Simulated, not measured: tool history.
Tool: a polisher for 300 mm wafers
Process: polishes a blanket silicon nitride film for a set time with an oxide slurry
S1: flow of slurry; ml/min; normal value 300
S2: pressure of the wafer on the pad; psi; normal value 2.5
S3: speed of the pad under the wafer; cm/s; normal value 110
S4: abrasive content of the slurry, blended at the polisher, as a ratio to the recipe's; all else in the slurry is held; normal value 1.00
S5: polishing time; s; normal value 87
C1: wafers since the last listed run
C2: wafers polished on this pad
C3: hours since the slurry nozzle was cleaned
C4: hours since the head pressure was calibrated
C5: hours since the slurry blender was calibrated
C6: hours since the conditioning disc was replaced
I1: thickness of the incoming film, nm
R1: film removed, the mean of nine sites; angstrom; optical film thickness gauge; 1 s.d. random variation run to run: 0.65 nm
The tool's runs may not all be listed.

Run 1, hour 0.0: usual settings; C1 0; C2 3637; C3 302.9; C4 774.3; C5 427.6; C6 738.1; I1 529.6. Result: R1 426 angstrom.
At hour 79.6: conditioning disc replaced and pad reconditioned.
Run 2, hour 82.8: usual settings; C1 633; C2 4270; C3 385.7; C4 857.1; C5 510.4; C6 3.2; I1 525.6. Result: R1 425 angstrom.
Run 3, hour 168.6: usual settings; C1 672; C2 4943; C3 471.5; C4 942.9; C5 596.2; C6 89.0; I1 530.7. Result: R1 411 angstrom.
At hour 204.5: worn pad replaced by a new one.
Run 4, hour 206.8: usual settings but S5 95 s; C1 268; C2 18; C3 509.7; C4 981.1; C5 634.4; C6 127.2; I1 527.4. Result: R1 497 angstrom.
At hour 223.3: slurry blender recalibrated.
Run 5, hour 280.0: usual settings but S5 95 s; C1 558; C2 576; C3 582.9; C4 1054.3; C5 56.7; C6 200.4; I1 532.6. Result: R1 504 angstrom.
Run 6, hour 323.2: usual settings but S3 136 cm/s, S4 1.10; C1 338; C2 915; C3 626.1; C4 1097.5; C5 99.9; C6 243.6; I1 522.8. Result: R1 568 angstrom.
At hour 361.2: head pressure recalibrated.
At hour 395.6: slurry nozzle cleaned.
Run 7, hour 401.9: usual settings but S4 1.20; C1 593; C2 1508; C3 6.3; C4 40.7; C5 178.6; C6 322.3; I1 530.6. Result: R1 488 angstrom.
Run 8, hour 722.6: usual settings but S1 210 ml/min, S3 146 cm/s, S4 0.80, S5 107 s; C1 2514; C2 4023; C3 327.0; C4 361.4; C5 499.3; C6 643.0; I1 528.2. Result: R1 571 angstrom.
At hour 799.0: conditioning disc replaced and pad reconditioned.
Run 9, hour 823.8: usual settings; C1 777; C2 4801; C3 428.2; C4 462.6; C5 600.5; C6 24.8; I1 530.0. Result: R1 425 angstrom.
At hour 918.1: worn pad replaced by a new one.
Run 10, hour 928.9: usual settings but S2 2.2 psi, S3 84 cm/s; C1 792; C2 84; C3 533.3; C4 567.7; C5 705.6; C6 129.9; I1 526.8. Result: R1 327 angstrom.
Run 11, hour 984.6: usual settings but S2 1.8 psi; C1 436; C2 521; C3 589.0; C4 623.4; C5 761.3; C6 185.6; I1 526.1. Result: R1 330 angstrom.
At hour 1014.3: slurry blender recalibrated.
At hour 1045.6: slurry nozzle cleaned.
Run 12, hour 1068.0: usual settings but S1 225 ml/min, S4 0.90, S5 107 s; C1 630; C2 1151; C3 22.4; C4 706.8; C5 53.7; C6 269.0; I1 529.5. Result: R1 504 angstrom.
Run 13, hour 1110.7: usual settings; C1 334; C2 1486; C3 65.1; C4 749.5; C5 96.4; C6 311.7; I1 527.7. Result: R1 436 angstrom.
Run 14, hour 1308.0: usual settings but S1 395 ml/min; C1 1547; C2 3033; C3 262.4; C4 946.8; C5 293.7; C6 509.0; I1 520.4. Result: R1 429 angstrom.
Run 15, hour 1355.9: usual settings; C1 375; C2 3408; C3 310.3; C4 994.7; C5 341.6; C6 556.9; I1 529.2. Result: R1 422 angstrom.
Run 16, hour 1448.8: usual settings but S1 330 ml/min, S2 2.2 psi, S4 0.75, S5 99 s; C1 728; C2 4137; C3 403.2; C4 1087.6; C5 434.5; C6 649.8; I1 535.0. Result: R1 357 angstrom.
At hour 1513.1: conditioning disc replaced and pad reconditioned.
At hour 1618.5: head pressure recalibrated.
At hour 1668.4: slurry blender recalibrated.
Run 17, hour 1725.5: usual settings but S5 110 s; C1 2122; C2 6259; C3 679.9; C4 107.0; C5 57.1; C6 212.4; I1 531.2. Result: R1 496 angstrom.
At hour 1756.4: worn pad replaced by a new one.
Run 18, hour 1793.5: usual settings but S2 1.6 psi; C1 501; C2 291; C3 747.9; C4 175.0; C5 125.1; C6 280.4; I1 534.6. Result: R1 296 angstrom.
At hour 1836.7: slurry nozzle cleaned.
Run 19, hour 1868.1: usual settings but S2 1.7 psi, S3 136 cm/s, S4 1.25, S5 115 s; C1 577; C2 868; C3 31.4; C4 249.6; C5 199.7; C6 355.0; I1 539.5. Result: R1 525 angstrom.
Run 20, hour 1924.0: usual settings but S3 122 cm/s; C1 438; C2 1306; C3 87.3; C4 305.5; C5 255.6; C6 410.9; I1 526.9. Result: R1 484 angstrom.
Run 21, hour 2015.0: usual settings but S2 2.2 psi, S5 69 s; C1 713; C2 2020; C3 178.3; C4 396.5; C5 346.6; C6 501.9; I1 540.0. Result: R1 310 angstrom.
Run 22, hour 2070.5: usual settings but S3 86 cm/s; C1 435; C2 2455; C3 233.8; C4 452.0; C5 402.1; C6 557.4; I1 534.7. Result: R1 357 angstrom.
Run 23, hour 2139.3: usual settings but S1 260 ml/min; C1 539; C2 2994; C3 302.6; C4 520.8; C5 470.9; C6 626.2; I1 523.9. Result: R1 431 angstrom.
At hour 2144.1: conditioning disc replaced and pad reconditioned.
Run 24, hour 2213.9: usual settings but S4 1.10; C1 569; C2 3564; C3 377.2; C4 595.4; C5 545.5; C6 69.8; I1 522.0. Result: R1 439 angstrom.
Run 25, hour 2306.9: usual settings; C1 729; C2 4293; C3 470.2; C4 688.4; C5 638.5; C6 162.8; I1 528.9. Result: R1 421 angstrom.
Run 26, hour 2352.7: usual settings but S3 94 cm/s, S5 73 s; C1 359; C2 4652; C3 516.0; C4 734.2; C5 684.3; C6 208.6; I1 534.6. Result: R1 310 angstrom.

Branching from run 26: 3 alternative next runs. What would each branch give?
Run A, hour 2353.2: usual settings; C1 3; C2 4656; C3 516.5; C4 734.7; C5 684.8; C6 209.1; I1 534.3. Result: R1 ?.
Run B, hour 2353.2: usual settings but S4 1.10, S5 79 s; C1 3; C2 4656; C3 516.5; C4 734.7; C5 684.8; C6 209.1; I1 534.3. Result: R1 ?.
Run C, hour 2353.2: usual settings but S3 132 cm/s, S4 1.30; C1 3; C2 4656; C3 516.5; C4 734.7; C5 684.8; C6 209.1; I1 534.3. Result: R1 ?.

run   R1
  A  421
  B  400
  C  548
Take away the tool's hidden state, keep each run's random variation, and the runs would have read:
run   R1
  A  462
  B  439
  C  602
